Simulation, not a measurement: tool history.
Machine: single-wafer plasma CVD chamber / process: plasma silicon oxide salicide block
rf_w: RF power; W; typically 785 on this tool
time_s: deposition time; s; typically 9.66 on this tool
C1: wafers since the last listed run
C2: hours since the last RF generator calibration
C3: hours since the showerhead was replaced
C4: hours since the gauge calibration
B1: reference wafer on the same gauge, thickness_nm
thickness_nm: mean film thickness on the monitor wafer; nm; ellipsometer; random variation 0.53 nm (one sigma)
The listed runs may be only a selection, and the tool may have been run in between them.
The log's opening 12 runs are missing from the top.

run 13 hour=868.9 | rf_w=785 time_s=9.66 | C1=545 C2=1848.9 C3=3746.5 C4=1801.7 | B1=80.835 | thickness_nm=92.152
run 14 hour=926.3 | rf_w=785 time_s=9.66 | C1=774 C2=1906.3 C3=3803.9 C4=1859.1 | B1=80.702 | thickness_nm=91.674
run 15 hour=1076.8 | rf_w=785 time_s=9.66 | C1=2031 C2=2056.8 C3=3954.4 C4=2009.6 | B1=80.894 | thickness_nm=90.718
run 16 hour=1171.5 | rf_w=785 time_s=9.66 | C1=1278 C2=2151.5 C3=4049.1 C4=2104.3 | B1=80.865 | thickness_nm=90.153
-- hour=1208.0 gauge calibrated
-- hour=1238.7 RF generator calibrated
run 17 hour=1251.3 | rf_w=785 time_s=9.66 | C1=969 C2=12.6 C3=4128.9 C4=43.3 | B1=80.842 | thickness_nm=93.193
run 18 hour=1299.3 | rf_w=785 time_s=9.66 | C1=647 C2=60.6 C3=4176.9 C4=91.3 | B1=80.705 | thickness_nm=93.051
run 19 hour=1462.1 | rf_w=850 time_s=9.11 | C1=2197 C2=223.4 C3=4339.7 C4=254.1 | B1=80.734 | thickness_nm=90.694
run 20 hour=1527.1 | rf_w=730 time_s=8.26 | C1=877 C2=288.4 C3=4404.7 C4=319.1 | B1=80.842 | thickness_nm=77.520
run 21 hour=1566.0 | rf_w=785 time_s=9.66 | C1=525 C2=327.3 C3=4443.6 C4=358.0 | B1=80.754 | thickness_nm=93.597
-- hour=1620.2 showerhead replaced
run 22 hour=1651.3 | rf_w=935 time_s=9.66 | C1=1043 C2=412.6 C3=31.1 C4=443.3 | B1=80.709 | thickness_nm=98.973
run 23 hour=1730.6 | rf_w=740 time_s=10.19 | C1=1070 C2=491.9 C3=110.4 C4=522.6 | B1=80.772 | thickness_nm=96.714
run 24 hour=1769.9 | rf_w=660 time_s=7.84 | C1=530 C2=531.2 C3=149.7 C4=561.9 | B1=80.850 | thickness_nm=71.770
run 25 hour=1859.5 | rf_w=700 time_s=9.66 | C1=1209 C2=620.8 C3=239.3 C4=651.5 | B1=80.781 | thickness_nm=89.996
run 26 hour=1903.1 | rf_w=720 time_s=8.35 | C1=588 C2=664.4 C3=282.9 C4=695.1 | B1=80.775 | thickness_nm=78.059
run 27 hour=2053.1 | rf_w=940 time_s=7.87 | C1=2024 C2=814.4 C3=432.9 C4=845.1 | B1=80.796 | thickness_nm=80.991
run 28 hour=2099.9 | rf_w=735 time_s=8.76 | C1=631 C2=861.2 C3=479.7 C4=891.9 | B1=80.762 | thickness_nm=83.207
run 29 hour=2152.6 | rf_w=785 time_s=11.33 | C1=711 C2=913.9 C3=532.4 C4=944.6 | B1=80.799 | thickness_nm=109.152
run 30 hour=2234.2 | rf_w=720 time_s=8.32 | C1=1101 C2=995.5 C3=614.0 C4=1026.2 | B1=80.754 | thickness_nm=78.148
run 31 hour=2310.0 | rf_w=900 time_s=9.07 | C1=1023 C2=1071.3 C3=689.8 C4=1102.0 | B1=80.751 | thickness_nm=90.960
run 32 hour=2365.8 | rf_w=785 time_s=8.51 | C1=753 C2=1127.1 C3=745.6 C4=1157.8 | B1=80.908 | thickness_nm=81.013
run 33 hour=2464.7 | rf_w=725 time_s=10.85 | C1=1334 C2=1226.0 C3=844.5 C4=1256.7 | B1=80.809 | thickness_nm=100.242
run 34 hour=2776.4 | rf_w=785 time_s=9.66 | C1=4207 C2=1537.7 C3=1156.2 C4=1568.4 | B1=80.751 | thickness_nm=91.819
run 35 hour=2863.5 | rf_w=785 time_s=9.66 | C1=1175 C2=1624.8 C3=1243.3 C4=1655.5 | B1=80.844 | thickness_nm=91.777
run 36 hour=2913.0 | rf_w=935 time_s=10.68 | C1=668 C2=1674.3 C3=1292.8 C4=1705.0 | B1=80.866 | thickness_nm=108.032

What if the next run were any one of these 5? Each begins from the tool's condition after run 36:
run A hour=2913.4 | rf_w=785 time_s=9.66 | C1=5 C2=1674.7 C3=1293.2 C4=1705.4 | B1=? | thickness_nm=?
run B hour=2913.4 | rf_w=670 time_s=8.49 | C1=5 C2=1674.7 C3=1293.2 C4=1705.4 | B1=? | thickness_nm=?
run C hour=2913.4 | rf_w=920 time_s=10.82 | C1=5 C2=1674.7 C3=1293.2 C4=1705.4 | B1=? | thickness_nm=?
run D hour=2913.4 | rf_w=725 time_s=9.66 | C1=5 C2=1674.7 C3=1293.2 C4=1705.4 | B1=? | thickness_nm=?
run E hour=2913.4 | rf_w=660 time_s=10.67 | C1=5 C2=1674.7 C3=1293.2 C4=1705.4 | B1=? | thickness_nm=?

run=A B1=80.822 thickness_nm=92.387
run=B B1=80.822 thickness_nm=76.962
run=C B1=80.822 thickness_nm=109.080
run=D B1=80.822 thickness_nm=89.948
run=E B1=80.822 thickness_nm=96.227
Without the tool's hidden state the same runs would have given:
run=A thickness_nm=94.276
run=B thickness_nm=78.535
run=C thickness_nm=111.309
run=D thickness_nm=91.786
run=E thickness_nm=98.194

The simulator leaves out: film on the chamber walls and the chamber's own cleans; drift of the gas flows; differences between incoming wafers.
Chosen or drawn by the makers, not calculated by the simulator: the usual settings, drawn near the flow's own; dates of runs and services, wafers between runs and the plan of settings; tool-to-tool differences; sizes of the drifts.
